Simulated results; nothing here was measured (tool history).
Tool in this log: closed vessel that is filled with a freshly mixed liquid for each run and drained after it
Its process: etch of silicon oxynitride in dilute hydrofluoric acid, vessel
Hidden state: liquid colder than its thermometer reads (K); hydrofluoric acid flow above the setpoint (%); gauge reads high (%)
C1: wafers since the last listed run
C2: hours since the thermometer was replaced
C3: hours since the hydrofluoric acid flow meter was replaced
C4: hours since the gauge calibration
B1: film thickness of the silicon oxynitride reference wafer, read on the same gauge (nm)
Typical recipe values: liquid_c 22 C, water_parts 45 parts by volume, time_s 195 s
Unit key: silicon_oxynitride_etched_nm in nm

run 1 day=0 | liquid_c=19 water_parts=55 time_s=195 | C1=0 C2=1980.1 C3=1234.7 C4=1689.3 | B1=29.98 | silicon_oxynitride_etched_nm=10.92
run 2 day=2.029 | liquid_c=19 water_parts=55 time_s=195 | C1=3407 C2=2028.8 C3=1283.4 C4=1738 | B1=30.01 | silicon_oxynitride_etched_nm=11
run 3 day=4.521 | liquid_c=22 water_parts=45 time_s=195 | C1=4184 C2=2088.6 C3=1343.2 C4=1797.8 | B1=29.98 | silicon_oxynitride_etched_nm=15.73
run 4 day=7.362 | liquid_c=22 water_parts=45 time_s=195 | C1=4771 C2=2156.8 C3=1411.4 C4=1866 | B1=30.02 | silicon_oxynitride_etched_nm=15.64
run 5 day=10.029 | liquid_c=22 water_parts=40 time_s=195 | C1=4478 C2=2220.8 C3=1475.4 C4=1930 | B1=29.99 | silicon_oxynitride_etched_nm=17.79
run 6 day=13.692 | liquid_c=22 water_parts=40 time_s=195 | C1=6150 C2=2308.7 C3=1563.3 C4=2017.9 | B1=30 | silicon_oxynitride_etched_nm=17.85
run 7 day=15.783 | liquid_c=22 water_parts=40 time_s=195 | C1=3512 C2=2358.9 C3=1613.5 C4=2068.1 | B1=29.99 | silicon_oxynitride_etched_nm=17.52
run 8 day=19.529 | liquid_c=22 water_parts=45 time_s=195 | C1=6290 C2=2448.8 C3=1703.4 C4=2158 | B1=30.01 | silicon_oxynitride_etched_nm=15.24
run 9 day=23.204 | liquid_c=22 water_parts=45 time_s=195 | C1=6171 C2=2537 C3=1791.6 C4=2246.2 | B1=30 | silicon_oxynitride_etched_nm=15.74
-- day=26.117 thermometer replaced
run 10 day=27.225 | liquid_c=22 water_parts=45 time_s=195 | C1=6682 C2=26.6 C3=1888.1 C4=2342.7 | B1=30.01 | silicon_oxynitride_etched_nm=17.24
run 11 day=30.842 | liquid_c=22 water_parts=45 time_s=195 | C1=6073 C2=113.4 C3=1974.9 C4=2429.5 | B1=30 | silicon_oxynitride_etched_nm=17.56
-- day=31.129 gauge calibrated
run 12 day=33.629 | liquid_c=22 water_parts=45 time_s=195 | C1=4680 C2=180.3 C3=2041.8 C4=60 | B1=30.01 | silicon_oxynitride_etched_nm=17.08
run 13 day=37.996 | liquid_c=18.5 water_parts=45 time_s=275 | C1=7332 C2=285.1 C3=2146.6 C4=164.8 | B1=30 | silicon_oxynitride_etched_nm=20.04
run 14 day=41.429 | liquid_c=18.5 water_parts=45 time_s=275 | C1=5765 C2=367.5 C3=2229 C4=247.2 | B1=30.01 | silicon_oxynitride_etched_nm=20.08
-- day=43.85 hydrofluoric acid flow meter replaced
run 15 day=44.821 | liquid_c=18.5 water_parts=45 time_s=275 | C1=5625 C2=448.9 C3=23.3 C4=328.6 | B1=29.98 | silicon_oxynitride_etched_nm=18.76
run 16 day=47.712 | liquid_c=22 water_parts=40 time_s=230 | C1=4855 C2=518.3 C3=92.7 C4=398 | B1=30.01 | silicon_oxynitride_etched_nm=21.46
run 17 day=50.412 | liquid_c=18.5 water_parts=65 time_s=305 | C1=4534 C2=583.1 C3=157.5 C4=462.8 | B1=30.01 | silicon_oxynitride_etched_nm=14.3
run 18 day=53.471 | liquid_c=25 water_parts=45 time_s=195 | C1=5135 C2=656.5 C3=230.9 C4=536.2 | B1=29.97 | silicon_oxynitride_etched_nm=18.84
run 19 day=55.383 | liquid_c=25 water_parts=60 time_s=105 | C1=3211 C2=702.4 C3=276.8 C4=582.1 | B1=30.01 | silicon_oxynitride_etched_nm=7.25
run 20 day=58.683 | liquid_c=26 water_parts=45 time_s=195 | C1=5541 C2=781.6 C3=356 C4=661.3 | B1=30.01 | silicon_oxynitride_etched_nm=19.48
run 21 day=60.338 | liquid_c=22 water_parts=35 time_s=255 | C1=2777 C2=821.3 C3=395.7 C4=701 | B1=30.03 | silicon_oxynitride_etched_nm=26.58
run 22 day=63.079 | liquid_c=22 water_parts=45 time_s=195 | C1=4604 C2=887.1 C3=461.5 C4=766.8 | B1=29.99 | silicon_oxynitride_etched_nm=15.92
run 23 day=67.375 | liquid_c=22 water_parts=55 time_s=135 | C1=7213 C2=990.2 C3=564.6 C4=869.9 | B1=30.01 | silicon_oxynitride_etched_nm=8.93
run 24 day=71.571 | liquid_c=22 water_parts=45 time_s=195 | C1=7045 C2=1090.9 C3=665.3 C4=970.6 | B1=29.98 | silicon_oxynitride_etched_nm=15.58
run 25 day=73.542 | liquid_c=17.5 water_parts=65 time_s=195 | C1=3309 C2=1138.2 C3=712.6 C4=1017.9 | B1=30 | silicon_oxynitride_etched_nm=8.52
run 26 day=75.412 | liquid_c=22 water_parts=45 time_s=165 | C1=3141 C2=1183.1 C3=757.5 C4=1062.8 | B1=30 | silicon_oxynitride_etched_nm=13.4
run 27 day=78.112 | liquid_c=17.5 water_parts=45 time_s=195 | C1=4534 C2=1247.9 C3=822.3 C4=1127.6 | B1=30 | silicon_oxynitride_etched_nm=12.39
run 28 day=81.388 | liquid_c=22 water_parts=30 time_s=195 | C1=5499 C2=1326.5 C3=900.9 C4=1206.2 | B1=30.02 | silicon_oxynitride_etched_nm=23.31
run 29 day=83.267 | liquid_c=18 water_parts=50 time_s=260 | C1=3155 C2=1371.6 C3=946 C4=1251.3 | B1=29.97 | silicon_oxynitride_etched_nm=15.24
run 30 day=85.4 | liquid_c=20 water_parts=30 time_s=270 | C1=3582 C2=1422.8 C3=997.2 C4=1302.5 | B1=29.99 | silicon_oxynitride_etched_nm=30.06
run 31 day=89.708 | liquid_c=27 water_parts=35 time_s=310 | C1=7234 C2=1526.2 C3=1100.6 C4=1405.9 | B1=30 | silicon_oxynitride_etched_nm=40.34
run 32 day=91.246 | liquid_c=22 water_parts=40 time_s=195 | C1=2581 C2=1563.1 C3=1137.5 C4=1442.8 | B1=29.98 | silicon_oxynitride_etched_nm=17.55
run 33 day=92.796 | liquid_c=22 water_parts=50 time_s=195 | C1=2602 C2=1600.3 C3=1174.7 C4=1480 | B1=29.99 | silicon_oxynitride_etched_nm=13.86

Here are 4 independent what-if runs from the current tool condition. What would each one return?
run A day=92.825 | liquid_c=22 water_parts=35 time_s=195 | C1=48 C2=1601 C3=1175.4 C4=1480.7 | B1=? | silicon_oxynitride_etched_nm=?
run B day=92.825 | liquid_c=22 water_parts=45 time_s=305 | C1=48 C2=1601 C3=1175.4 C4=1480.7 | B1=? | silicon_oxynitride_etched_nm=?
run C day=92.825 | liquid_c=20 water_parts=50 time_s=300 | C1=48 C2=1601 C3=1175.4 C4=1480.7 | B1=? | silicon_oxynitride_etched_nm=?
run D day=92.825 | liquid_c=25.5 water_parts=35 time_s=285 | C1=48 C2=1601 C3=1175.4 C4=1480.7 | B1=? | silicon_oxynitride_etched_nm=?

run=A B1=29.98 silicon_oxynitride_etched_nm=20.22
run=B B1=29.98 silicon_oxynitride_etched_nm=24.45
run=C B1=29.98 silicon_oxynitride_etched_nm=19.49
run=D B1=29.98 silicon_oxynitride_etched_nm=35.22
Take away the tool's hidden state, keep each run's random variation, and the runs would have read:
run=A silicon_oxynitride_etched_nm=21.39
run=B silicon_oxynitride_etched_nm=25.84
run=C silicon_oxynitride_etched_nm=20.63
run=D silicon_oxynitride_etched_nm=37.16

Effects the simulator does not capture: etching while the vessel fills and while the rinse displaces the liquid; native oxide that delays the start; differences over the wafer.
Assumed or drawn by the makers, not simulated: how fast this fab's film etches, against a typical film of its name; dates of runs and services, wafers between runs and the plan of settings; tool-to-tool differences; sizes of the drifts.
